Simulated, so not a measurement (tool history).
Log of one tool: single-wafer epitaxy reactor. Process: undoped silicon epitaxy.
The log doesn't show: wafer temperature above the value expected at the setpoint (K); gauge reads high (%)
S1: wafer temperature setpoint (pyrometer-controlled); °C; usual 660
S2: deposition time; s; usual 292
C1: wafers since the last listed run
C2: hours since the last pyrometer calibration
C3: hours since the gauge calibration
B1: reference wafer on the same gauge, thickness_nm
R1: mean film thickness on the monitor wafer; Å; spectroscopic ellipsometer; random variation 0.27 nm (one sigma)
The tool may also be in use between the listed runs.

run     day   S1   S2   C1     C2     C3      B1      R1
  1   0.000  655  292    0  759.4  463.6  65.579  504.06
  2   1.475  655  292  135  794.8  499.0  65.674  503.49
  3   2.392  660  327   84  816.8  521.0  65.527  625.96
      2.979  -- gauge calibrated
  4   3.200  660  264   74  836.2    5.3  66.971  518.15
  5   4.017  660  264   75  855.8   24.9  66.881  515.81
  6   5.450  660  264  131  890.2   59.3  66.600  509.83
  7   6.338  650  292   81  911.5   80.6  66.572  464.56
  8   7.412  650  292   98  937.3  106.4  66.332  460.78
  9   8.442  650  292   94  962.0  131.1  66.164  460.04
 10   9.829  660  292  127  995.3  164.4  66.122  558.07
     11.975  -- pyrometer calibrated
 11  12.600  660  292  224   15.0  230.9  65.922  556.03
 12  13.854  660  292  115   45.1  261.0  65.869  559.69
 13  14.738  660  292   81   66.3  282.2  65.750  558.13
 14  15.633  660  255   82   87.8  303.7  65.694  486.21
 15  17.083  660  255  133  122.6  338.5  65.595  485.62
 16  17.900  660  255   75  142.2  358.1  65.644  487.51
 17  19.133  660  323  113  171.8  387.7  65.541  621.60
 18  19.796  660  323   60  187.7  403.6  65.472  619.19
 19  20.471  660  292   62  203.9  419.8  65.569  559.15
 20  20.992  660  339   47  216.4  432.3  65.565  643.94
 21  22.238  660  338  114  246.3  462.2  65.568  643.97
 22  22.754  660  314   47  258.7  474.6  65.511  600.80
 23  24.154  660  249  128  292.3  508.2  65.478  474.90
 24  24.675  649  292   47  304.8  520.7  65.378  443.77
 25  25.996  660  322  121  336.5  552.4  65.403  617.59
 26  27.325  665  307  122  368.4  584.3  65.330  652.43
 27  28.221  650  341   82  389.9  605.8  65.371  530.78
 28  28.983  660  292   70  408.2  624.1  65.399  558.52
     29.304  -- gauge calibrated
 29  29.667  660  292   62  424.6    8.7  67.425  575.89
 30  30.575  672  255   83  446.4   30.5  67.270  628.94
 31  31.650  665  317   98  472.2   56.3  67.062  686.39
 32  32.962  656  341  120  503.7   87.8  66.816  609.67
 33  34.262  660  344  119  534.9  119.0  66.637  668.56
 34  35.612  660  262  124  567.3  151.4  66.588  513.90
 35  36.762  670  254  105  594.9  179.0  66.513  598.19
 36  37.600  660  292   76  615.0  199.1  66.352  566.27
 37  38.567  670  265   88  638.2  222.3  66.331  624.43

Forecast each of these 3 alternatives for the next run:
  A  38.588  660  292   1  638.7  222.8   ?   ?
  B  38.588  667  326   1  638.7  222.8   ?   ?
  C  38.588  646  268   1  638.7  222.8   ?   ?

run      B1      R1
  A  66.353  564.36
  B  66.353  724.95
  C  66.353  388.90
Without the tool's hidden state the same runs would have given:
run      R1
  A  570.85
  B  733.29
  C  393.37
